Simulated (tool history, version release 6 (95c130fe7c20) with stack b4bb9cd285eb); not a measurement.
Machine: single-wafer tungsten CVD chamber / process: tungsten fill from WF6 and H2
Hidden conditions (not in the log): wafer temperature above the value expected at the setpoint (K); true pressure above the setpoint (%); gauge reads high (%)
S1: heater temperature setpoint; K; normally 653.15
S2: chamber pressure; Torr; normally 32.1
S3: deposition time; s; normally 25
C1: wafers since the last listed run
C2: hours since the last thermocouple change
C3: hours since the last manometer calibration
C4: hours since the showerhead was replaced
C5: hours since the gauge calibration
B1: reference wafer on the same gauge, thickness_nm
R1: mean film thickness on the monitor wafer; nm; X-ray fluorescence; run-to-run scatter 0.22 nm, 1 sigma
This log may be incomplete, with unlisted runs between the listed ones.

{"run": 1, "hour": 0.0, "S1": 653.15, "S2": 32.1, "S3": 25, "C1": 0, "C2": 1280.7, "C3": 1815.2, "C4": 5752, "C5": 34.9, "B1": 61.025, "R1": 47.467}
{"run": 2, "hour": 8.0, "S1": 653.15, "S2": 32.1, "S3": 25, "C1": 180, "C2": 1288.7, "C3": 1823.2, "C4": 5760, "C5": 42.9, "B1": 60.962, "R1": 47.045}
{"run": 3, "hour": 20.4, "S1": 642.15, "S2": 38.2, "S3": 25, "C1": 279, "C2": 1301.1, "C3": 1835.6, "C4": 5772.4, "C5": 55.3, "B1": 60.889, "R1": 38.241}
{"run": 4, "hour": 26.4, "S1": 659.15, "S2": 27.8, "S3": 25, "C1": 135, "C2": 1307.1, "C3": 1841.6, "C4": 5778.4, "C5": 61.3, "B1": 60.961, "R1": 52.08}
{"run": 5, "hour": 36.8, "S1": 659.15, "S2": 27.8, "S3": 25, "C1": 234, "C2": 1317.5, "C3": 1852, "C4": 5788.8, "C5": 71.7, "B1": 60.91, "R1": 51.959}
{"run": 6, "hour": 47.8, "S1": 659.15, "S2": 27.8, "S3": 25, "C1": 248, "C2": 1328.5, "C3": 1863, "C4": 5799.8, "C5": 82.7, "B1": 60.948, "R1": 52.093}
{"run": 7, "hour": 65.3, "S1": 657.15, "S2": 32.1, "S3": 25, "C1": 395, "C2": 1346, "C3": 1880.5, "C4": 5817.3, "C5": 100.2, "B1": 60.919, "R1": 51.214}
{"run": 8, "hour": 74.2, "S1": 657.15, "S2": 32.1, "S3": 25, "C1": 200, "C2": 1354.9, "C3": 1889.4, "C4": 5826.2, "C5": 109.1, "B1": 60.934, "R1": 50.755}
{"run": 9, "hour": 91.7, "S1": 657.15, "S2": 32.1, "S3": 25, "C1": 395, "C2": 1372.4, "C3": 1906.9, "C4": 5843.7, "C5": 126.6, "B1": 60.983, "R1": 51.241}
{"run": 10, "hour": 102.3, "S1": 653.15, "S2": 37, "S3": 25, "C1": 239, "C2": 1383, "C3": 1917.5, "C4": 5854.3, "C5": 137.2, "B1": 60.915, "R1": 48.196}
{"run": 11, "hour": 119.7, "S1": 665.15, "S2": 29.4, "S3": 22, "C1": 392, "C2": 1400.4, "C3": 1934.9, "C4": 5871.7, "C5": 154.6, "B1": 60.86, "R1": 51.872}
{"run": 12, "hour": 130.8, "S1": 653.15, "S2": 35.2, "S3": 25, "C1": 250, "C2": 1411.5, "C3": 1946, "C4": 5882.8, "C5": 165.7, "B1": 60.835, "R1": 47.556}
{"run": 13, "hour": 137.0, "S1": 647.15, "S2": 34.2, "S3": 20.3, "C1": 139, "C2": 1417.7, "C3": 1952.2, "C4": 5889, "C5": 171.9, "B1": 60.837, "R1": 33.512}
{"hour": 145.2, "done": "showerhead replaced"}
{"hour": 146.0, "done": "gauge calibrated"}
{"hour": 153.2, "done": "thermocouple changed; heater temperature recalibrated"}
{"run": 14, "hour": 153.7, "S1": 653.15, "S2": 32.1, "S3": 25, "C1": 15, "C2": 0.5, "C3": 1968.9, "C4": 8.5, "C5": 7.7, "B1": 60.902, "R1": 52.481}
{"run": 15, "hour": 154.1, "S1": 653.15, "S2": 32.1, "S3": 25, "C1": 9, "C2": 0.9, "C3": 1969.3, "C4": 8.9, "C5": 8.1, "B1": 60.887, "R1": 52.137}
{"run": 16, "hour": 169.0, "S1": 653.15, "S2": 36.8, "S3": 25, "C1": 336, "C2": 15.8, "C3": 1984.2, "C4": 23.8, "C5": 23, "B1": 60.908, "R1": 54.341}
{"hour": 181.0, "done": "capacitance manometer re-zeroed and calibrated"}
{"run": 17, "hour": 181.5, "S1": 653.15, "S2": 27.1, "S3": 26.7, "C1": 101, "C2": 28.3, "C3": 0.5, "C4": 36.3, "C5": 35.5, "B1": 60.889, "R1": 54.056}
{"run": 18, "hour": 208.5, "S1": 663.15, "S2": 32.1, "S3": 25, "C1": 609, "C2": 55.3, "C3": 27.5, "C4": 63.3, "C5": 62.5, "B1": 60.987, "R1": 64.869}
{"run": 19, "hour": 219.1, "S1": 666.15, "S2": 34.7, "S3": 28.5, "C1": 239, "C2": 65.9, "C3": 38.1, "C4": 73.9, "C5": 73.1, "B1": 60.802, "R1": 80.919}
{"run": 20, "hour": 232.5, "S1": 653.15, "S2": 37.4, "S3": 28.4, "C1": 302, "C2": 79.3, "C3": 51.5, "C4": 87.3, "C5": 86.5, "B1": 60.842, "R1": 62.39}

For each entry between runs, how does the tool's hidden state at the last listed run before it compare with that at the first listed run after it?
Between runs 13 and 14: showerhead replaced (hour 145.2); gauge calibrated (hour 146); thermocouple changed; heater temperature recalibrated (hour 153.2)
  wafer temperature above the value expected at the setpoint (K): -5.41 -> 0.122
  the result without the hidden state subtracted from the measured one, R1: -4.43 -> +0.14 nm
Between runs 16 and 17: capacitance manometer re-zeroed and calibrated (hour 181)
  wafer temperature above the value expected at the setpoint (K): 0.121 -> 0.12
  the result without the hidden state subtracted from the measured one, R1: +0.144 -> +0.141 nm
